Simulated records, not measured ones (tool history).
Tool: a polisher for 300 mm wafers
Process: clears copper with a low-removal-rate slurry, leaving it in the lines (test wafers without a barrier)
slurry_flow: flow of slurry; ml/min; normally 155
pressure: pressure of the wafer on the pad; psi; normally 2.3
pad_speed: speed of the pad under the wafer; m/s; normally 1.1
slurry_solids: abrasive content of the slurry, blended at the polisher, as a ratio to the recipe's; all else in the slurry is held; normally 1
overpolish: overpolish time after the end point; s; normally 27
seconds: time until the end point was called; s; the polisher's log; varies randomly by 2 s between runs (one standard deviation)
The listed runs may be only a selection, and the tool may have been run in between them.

| run | hour | slurry_flow | pressure | pad_speed | slurry_solids | overpolish | wafers since the last listed run | wafers polished on this pad | hours since the slurry nozzle was cleaned | hours since the head pressure was calibrated | hours since the slurry blender was calibrated | incoming thickness of the incoming film, nm | seconds |
|---|---|---|---|---|---|---|---|---|---|---|---|---|---|
| 1 | 0 | 155 | 2.3 | 1.1 | 1 | 27 | 0 | 106 | 273.3 | 1205.7 | 341.8 | 410.8 | 158.6 |
|  | 3.2 | head pressure recalibrated |
| 2 | 16 | 155 | 2.3 | 1.1 | 1 | 27 | 110 | 217 | 289.3 | 12.8 | 357.8 | 408.4 | 158.9 |
| 3 | 22.6 | 155 | 2.3 | 1.1 | 1 | 27 | 51 | 269 | 295.9 | 19.4 | 364.4 | 414.8 | 162.2 |
| 4 | 40.1 | 155 | 2.3 | 1.1 | 1 | 27 | 137 | 406 | 313.4 | 36.9 | 381.9 | 406.8 | 156.2 |
| 5 | 50.9 | 155 | 2.3 | 1.1 | 1 | 27 | 85 | 492 | 324.2 | 47.7 | 392.7 | 405.5 | 155.9 |
| 6 | 57.2 | 155 | 2.3 | 1.1 | 1 | 27 | 49 | 541 | 330.5 | 54 | 399 | 414.1 | 162.4 |
|  | 71.6 | slurry blender recalibrated |
| 7 | 72.1 | 155 | 2.3 | 1.36 | 1 | 27 | 101 | 643 | 345.4 | 68.9 | 0.5 | 408.7 | 130.7 |
| 8 | 77.8 | 155 | 3 | 1.1 | 0.85 | 27 | 44 | 688 | 351.1 | 74.6 | 6.2 | 405.4 | 128.5 |
|  | 83 | worn pad replaced by a new one |
|  | 85.9 | slurry nozzle cleaned |
| 9 | 95.4 | 140 | 2.3 | 0.84 | 1.15 | 32 | 99 | 89 | 9.5 | 92.2 | 23.8 | 411 | 185.3 |
| 10 | 104.2 | 125 | 3.1 | 1.1 | 1 | 27 | 69 | 158 | 18.3 | 101 | 32.6 | 413.5 | 116.7 |
| 11 | 112.8 | 155 | 2.6 | 0.88 | 1 | 27 | 67 | 226 | 26.9 | 109.6 | 41.2 | 409.3 | 162.6 |
| 12 | 121 | 125 | 2.5 | 0.94 | 1.1 | 27 | 64 | 291 | 35.1 | 117.8 | 49.4 | 407.1 | 158.3 |
| 13 | 127.2 | 155 | 2.5 | 1.1 | 1 | 27 | 48 | 340 | 41.3 | 124 | 55.6 | 409.1 | 137.4 |
| 14 | 136.7 | 155 | 2.3 | 1.1 | 1 | 17 | 74 | 414 | 50.8 | 133.5 | 65.1 | 411.1 | 142.5 |
| 15 | 178.9 | 155 | 2.3 | 1.1 | 1 | 27 | 332 | 747 | 93 | 175.7 | 107.3 | 406.9 | 148 |
|  | 187.5 | worn pad replaced by a new one |
| 16 | 188 | 155 | 2.3 | 1.1 | 1 | 27 | 40 | 3 | 102.1 | 184.8 | 116.4 | 400.7 | 142.3 |
| 17 | 202.2 | 155 | 2.3 | 0.92 | 1 | 27 | 111 | 115 | 116.3 | 199 | 130.6 | 407.6 | 175.7 |
| 18 | 219.3 | 155 | 2.3 | 1.1 | 1 | 27 | 134 | 250 | 133.4 | 216.1 | 147.7 | 411.3 | 150.5 |
| 19 | 225.7 | 185 | 1.9 | 1.22 | 1 | 42 | 50 | 300 | 139.8 | 222.5 | 154.1 | 409 | 159.1 |
| 20 | 236.3 | 155 | 2.3 | 1.1 | 1 | 27 | 83 | 384 | 150.4 | 233.1 | 164.7 | 410.8 | 153.6 |
| 21 | 253.2 | 155 | 3 | 0.8 | 1.25 | 20 | 133 | 517 | 167.3 | 250 | 181.6 | 415.3 | 155.4 |
| 22 | 267 | 155 | 2.5 | 1.3 | 1 | 27 | 108 | 626 | 181.1 | 263.8 | 195.4 | 413.9 | 120.2 |
| 23 | 283.6 | 155 | 2.3 | 1.1 | 1.15 | 36 | 130 | 756 | 197.7 | 280.4 | 212 | 403.1 | 145.9 |
|  | 295.7 | worn pad replaced by a new one |
| 24 | 296.2 | 155 | 2.3 | 1.1 | 1 | 27 | 67 | 3 | 210.3 | 293 | 224.6 | 409.2 | 153.9 |
| 25 | 303 | 155 | 2.3 | 1.1 | 1 | 27 | 53 | 57 | 217.1 | 299.8 | 231.4 | 406.9 | 149.1 |
| 26 | 318 | 155 | 1.5 | 1.1 | 0.9 | 27 | 118 | 175 | 232.1 | 314.8 | 246.4 | 417.4 | 244.8 |
| 27 | 334.6 | 155 | 2.3 | 1.1 | 1.1 | 27 | 130 | 305 | 248.7 | 331.4 | 263 | 414.6 | 156 |

Hidden state at the last listed run before each entry between runs and at the first one after, where it differs:
After run 1, before run 2: head pressure recalibrated (hour 3.2)
  slurry flow missing at the pad, %: 34.2 -> 36.1
  the result without the hidden state subtracted from the measured one, seconds: +13.1 -> +14.2 s
After run 6, before run 7: slurry blender recalibrated (hour 71.6)
  slurry flow missing at the pad, %: 41.1 -> 42.9
  the result without the hidden state subtracted from the measured one, seconds: +17.6 -> +15.2 s
After run 8, before run 9: worn pad replaced by a new one (hour 83); slurry nozzle cleaned (hour 85.9)
  slurry flow missing at the pad, %: 43.6 -> 5.06
  the result without the hidden state subtracted from the measured one, seconds: +15.3 -> +1.8 s
After run 15, before run 16: worn pad replaced by a new one (hour 187.5)
  slurry flow missing at the pad, %: 15.2 -> 16.3
  the result without the hidden state subtracted from the measured one, seconds: +4.4 -> +4.6 s
After run 23, before run 24: worn pad replaced by a new one (hour 295.7)
  slurry flow missing at the pad, %: 27.9 -> 29.4
  the result without the hidden state subtracted from the measured one, seconds: +9.1 -> +10.3 s

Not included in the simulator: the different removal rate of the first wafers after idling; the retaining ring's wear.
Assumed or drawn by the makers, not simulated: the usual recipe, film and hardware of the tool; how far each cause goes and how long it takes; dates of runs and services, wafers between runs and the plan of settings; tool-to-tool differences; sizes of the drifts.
